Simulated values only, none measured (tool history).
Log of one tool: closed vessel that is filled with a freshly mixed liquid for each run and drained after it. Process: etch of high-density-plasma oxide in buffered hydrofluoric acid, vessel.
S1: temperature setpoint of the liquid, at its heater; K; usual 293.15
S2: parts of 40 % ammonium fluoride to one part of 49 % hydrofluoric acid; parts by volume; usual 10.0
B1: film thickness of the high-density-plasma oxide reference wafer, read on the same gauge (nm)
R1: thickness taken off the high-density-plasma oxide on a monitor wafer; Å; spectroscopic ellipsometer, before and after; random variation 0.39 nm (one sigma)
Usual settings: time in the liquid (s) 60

run 1 day=0.000 | S1=293.15 S2=10.0 time_in_the_liquid_(s)=60 | B1=90.00 | R1=1064.5
run 2 day=2.125 | S1=291.15 S2=10.0 time_in_the_liquid_(s)=60 | B1=89.99 | R1=952.2
run 3 day=8.421 | S1=293.15 S2=11.5 time_in_the_liquid_(s)=80 | B1=89.98 | R1=1236.7
run 4 day=10.388 | S1=293.15 S2=11.5 time_in_the_liquid_(s)=80 | B1=89.98 | R1=1235.8
run 5 day=11.512 | S1=293.15 S2=11.5 time_in_the_liquid_(s)=80 | B1=90.02 | R1=1238.2
-- day=12.142 gauge calibrated
run 6 day=13.796 | S1=293.15 S2=10.0 time_in_the_liquid_(s)=60 | B1=89.98 | R1=1060.2
run 7 day=15.038 | S1=293.15 S2=10.0 time_in_the_liquid_(s)=60 | B1=90.00 | R1=1062.5
run 8 day=16.725 | S1=293.15 S2=10.0 time_in_the_liquid_(s)=60 | B1=90.03 | R1=1060.6
run 9 day=18.712 | S1=293.15 S2=10.0 time_in_the_liquid_(s)=60 | B1=90.00 | R1=1058.4
run 10 day=19.821 | S1=293.15 S2=10.0 time_in_the_liquid_(s)=60 | B1=90.01 | R1=1060.8
-- day=22.321 hydrofluoric acid flow meter replaced
run 11 day=22.396 | S1=293.15 S2=11.0 time_in_the_liquid_(s)=85 | B1=90.00 | R1=1365.1
run 12 day=24.058 | S1=293.15 S2=10.0 time_in_the_liquid_(s)=60 | B1=90.02 | R1=1067.2
run 13 day=26.258 | S1=293.15 S2=10.0 time_in_the_liquid_(s)=60 | B1=90.01 | R1=1066.9
run 14 day=28.267 | S1=297.65 S2=14.0 time_in_the_liquid_(s)=30 | B1=89.99 | R1=489.2
run 15 day=29.908 | S1=293.15 S2=10.0 time_in_the_liquid_(s)=60 | B1=89.99 | R1=1061.3
run 16 day=37.117 | S1=290.15 S2=10.0 time_in_the_liquid_(s)=85 | B1=90.00 | R1=1272.3
run 17 day=39.471 | S1=293.15 S2=11.5 time_in_the_liquid_(s)=80 | B1=89.98 | R1=1234.2
run 18 day=40.833 | S1=290.15 S2=8.5 time_in_the_liquid_(s)=50 | B1=89.98 | R1=851.3
run 19 day=42.904 | S1=293.15 S2=10.0 time_in_the_liquid_(s)=35 | B1=90.01 | R1=625.0
run 20 day=45.879 | S1=290.65 S2=8.0 time_in_the_liquid_(s)=45 | B1=90.00 | R1=841.7
run 21 day=48.750 | S1=290.15 S2=7.0 time_in_the_liquid_(s)=75 | B1=90.02 | R1=1569.6
run 22 day=50.683 | S1=295.15 S2=8.5 time_in_the_liquid_(s)=45 | B1=90.01 | R1=1016.5
-- day=52.633 thermometer replaced
-- day=52.762 hydrofluoric acid flow meter replaced
run 23 day=53.242 | S1=297.65 S2=10.0 time_in_the_liquid_(s)=85 | B1=90.00 | R1=1938.8
run 24 day=55.429 | S1=293.15 S2=10.0 time_in_the_liquid_(s)=95 | B1=89.99 | R1=1690.1
run 25 day=57.388 | S1=290.15 S2=14.0 time_in_the_liquid_(s)=85 | B1=90.01 | R1=919.9
run 26 day=59.225 | S1=293.15 S2=10.0 time_in_the_liquid_(s)=60 | B1=90.00 | R1=1061.5
run 27 day=61.688 | S1=293.15 S2=10.0 time_in_the_liquid_(s)=40 | B1=90.01 | R1=708.4
run 28 day=69.804 | S1=293.15 S2=10.0 time_in_the_liquid_(s)=60 | B1=90.02 | R1=1068.5
run 29 day=71.450 | S1=293.15 S2=12.5 time_in_the_liquid_(s)=70 | B1=89.99 | R1=996.3
run 30 day=73.933 | S1=293.15 S2=14.0 time_in_the_liquid_(s)=60 | B1=90.01 | R1=771.7

Forecast each of these 5 alternatives for the next run:
run A day=73.962 | S1=293.15 S2=10.0 time_in_the_liquid_(s)=60 | B1=? | R1=?
run B day=73.962 | S1=290.65 S2=10.0 time_in_the_liquid_(s)=60 | B1=? | R1=?
run C day=73.962 | S1=290.15 S2=12.5 time_in_the_liquid_(s)=80 | B1=? | R1=?
run D day=73.962 | S1=291.65 S2=10.0 time_in_the_liquid_(s)=40 | B1=? | R1=?
run E day=73.962 | S1=293.15 S2=7.5 time_in_the_liquid_(s)=60 | B1=? | R1=?

run=A B1=89.99 R1=1062.3
run=B B1=89.99 R1=922.5
run=C B1=89.99 R1=961.3
run=D B1=89.99 R1=650.9
run=E B1=89.99 R1=1383.4
Without the tool's hidden state the same runs would have given:
run=A R1=1062.3
run=B R1=922.5
run=C R1=961.3
run=D R1=650.9
run=E R1=1383.4
